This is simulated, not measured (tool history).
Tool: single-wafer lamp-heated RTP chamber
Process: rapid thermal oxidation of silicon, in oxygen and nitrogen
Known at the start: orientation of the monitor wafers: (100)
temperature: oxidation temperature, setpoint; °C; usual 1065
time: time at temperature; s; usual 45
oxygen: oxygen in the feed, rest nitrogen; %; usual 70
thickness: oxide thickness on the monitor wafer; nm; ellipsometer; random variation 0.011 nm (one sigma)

run    hour  temperature  time  oxygen  wafers since the last listed run  wafers since the last pyrometer calibration  hours since the oxygen flow controller was replaced  hours since the gauge calibration  read-back reference wafer on the same gauge, thickness  thickness
  1       0         1065    45      70                                 0                                          267                                               2511.7                              585.3                                                   7.173      7.373
  2    43.2         1065    45      70                               346                                          614                                               2554.9                              628.5                                                   7.166      7.403
  3    90.7         1065    45      70                               380                                          995                                               2602.4                                676                                                   7.165      7.448
  4   275.3         1065    45      70                              1480                                         2475                                                 2787                              860.6                                                   7.172      7.463
  5   325.7         1065    45      70                               404                                         2879                                               2837.4                                911                                                   7.177      7.471
  6   396.1         1065    45      70                               564                                         3444                                               2907.8                              981.4                                                   7.169       7.48
        447  -- pyrometer window cleaned and pyrometer calibrated
  7   454.6         1065    51      52                               405                                           61                                               2966.3                             1039.9                                                   7.172      7.036
  8   517.2         1065    51      52                               502                                          563                                               3028.9                             1102.5                                                   7.173      7.088
  9   558.2         1065    51      52                               328                                          892                                               3069.9                             1143.5                                                   7.173      7.121
 10   616.3         1047    45      70                               465                                         1357                                                 3128                             1201.6                                                   7.175      6.601
 11   758.9         1065    45      70                              1143                                         2501                                               3270.6                             1344.2                                                    7.17      7.491
      803.6  -- oxygen flow controller replaced
 12   812.5         1065    45      70                               365                                         2867                                                  8.9                             1397.8                                                   7.167       7.43
 13   867.3         1065    45      70                               439                                         3306                                                 63.7                             1452.6                                                   7.167      7.426
 14   905.4         1065    45      70                               305                                         3612                                                101.8                             1490.7                                                    7.17       7.45
      939.6  -- pyrometer window cleaned and pyrometer calibrated
 15   956.5         1065    45      70                               345                                          135                                                152.9                             1541.8                                                   7.168      7.312
 16   996.3         1054    45      60                               319                                          454                                                192.7                             1581.6                                                    7.17      6.465
 17  1024.3         1086    57      90                               224                                          679                                                220.7                             1609.6                                                   7.174     10.254
 18  1090.3         1044    65      98                               529                                         1208                                                286.7                             1675.6                                                   7.171      8.495
 19    1135         1055    26      86                               358                                         1567                                                331.4                             1720.3                                                   7.169      5.878
 20  1160.2         1081    45      70                               202                                         1769                                                356.6                             1745.5                                                   7.171      8.201
 21    1207         1065    45      70                               375                                         2144                                                403.4                             1792.3                                                   7.168      7.412
 22  1232.8         1082    53      52                               206                                         2351                                                429.2                             1818.1                                                   7.172      8.017
 23  1277.2         1084    63      70                               356                                         2707                                                473.6                             1862.5                                                   7.173      9.766
     1284.8  -- gauge calibrated
 24  1308.6         1065    45      70                               251                                         2959                                                  505                               23.8                                                   7.172      7.436
 25  1368.3         1050    27      70                               478                                         3438                                                564.7                               83.5                                                   7.171        5.4
 26  1411.8         1065    31      70                               348                                         3787                                                608.2                                127                                                   7.167      6.334
     1441.8  -- pyrometer window cleaned and pyrometer calibrated
 27  1456.2         1081    39      46                               291                                          115                                                652.6                              171.4                                                   7.168      6.561
 28  1526.9         1090    53      51                               567                                          682                                                723.3                              242.1                                                   7.169      8.309
 29  1591.1         1092    45      87                               514                                         1197                                                787.5                              306.3                                                   7.171      9.544
 30  1653.3         1082    45      45                               498                                         1696                                                849.7                              368.5                                                   7.172       7.06
 31  1681.6         1065    45      70                               226                                         1923                                                  878                              396.8                                                   7.169      7.404
 32  1746.9         1065    45      70                               523                                         2446                                                943.3                              462.1                                                    7.17      7.408
 33  1794.6         1065    45      70                               382                                         2829                                                  991                              509.8                                                   7.171       7.41
 34  1844.2         1045    30      70                               397                                         3227                                               1040.6                              559.4                                                   7.172      5.451
 35  1868.5         1065    45      70                               194                                         3422                                               1064.9                              583.7                                                   7.169      7.429
     1886.5  -- pyrometer window cleaned and pyrometer calibrated
 36  1917.8         1065    45      70                               331                                          250                                               1114.2                                633                                                   7.167      7.331
 37  1982.9         1080    27      50                               522                                          772                                               1179.3                              698.1                                                    7.17      5.811
 38  2022.6         1065    26      96                               318                                         1091                                                 1219                              737.8                                                   7.168      6.539

The same runs without the tool's hidden state, with the same run-to-run variation:
The hidden state here: true wafer temperature minus pyrometer reading, K; deviation of the oxygen flow from its setpoint, %; gauge reads high (%).
run  thickness
  1      7.296
  2      7.301
  3      7.323
  4      7.292
  5      7.294
  6      7.296
  7      6.935
  8      6.946
  9      6.958
 10      6.461
 11      7.303
 12       7.31
 13      7.303
 14      7.324
 15      7.302
 16      6.435
 17     10.178
 18      8.395
 19      5.804
 20      8.099
 21      7.309
 22      7.909
 23      9.623
 24      7.321
 25      5.312
 26      6.231
 27      6.557
 28      8.256
 29      9.445
 30      6.975
 31      7.304
 32      7.297
 33      7.293
 34      5.361
 35      7.306
 36      7.301
 37      5.761
 38      6.467

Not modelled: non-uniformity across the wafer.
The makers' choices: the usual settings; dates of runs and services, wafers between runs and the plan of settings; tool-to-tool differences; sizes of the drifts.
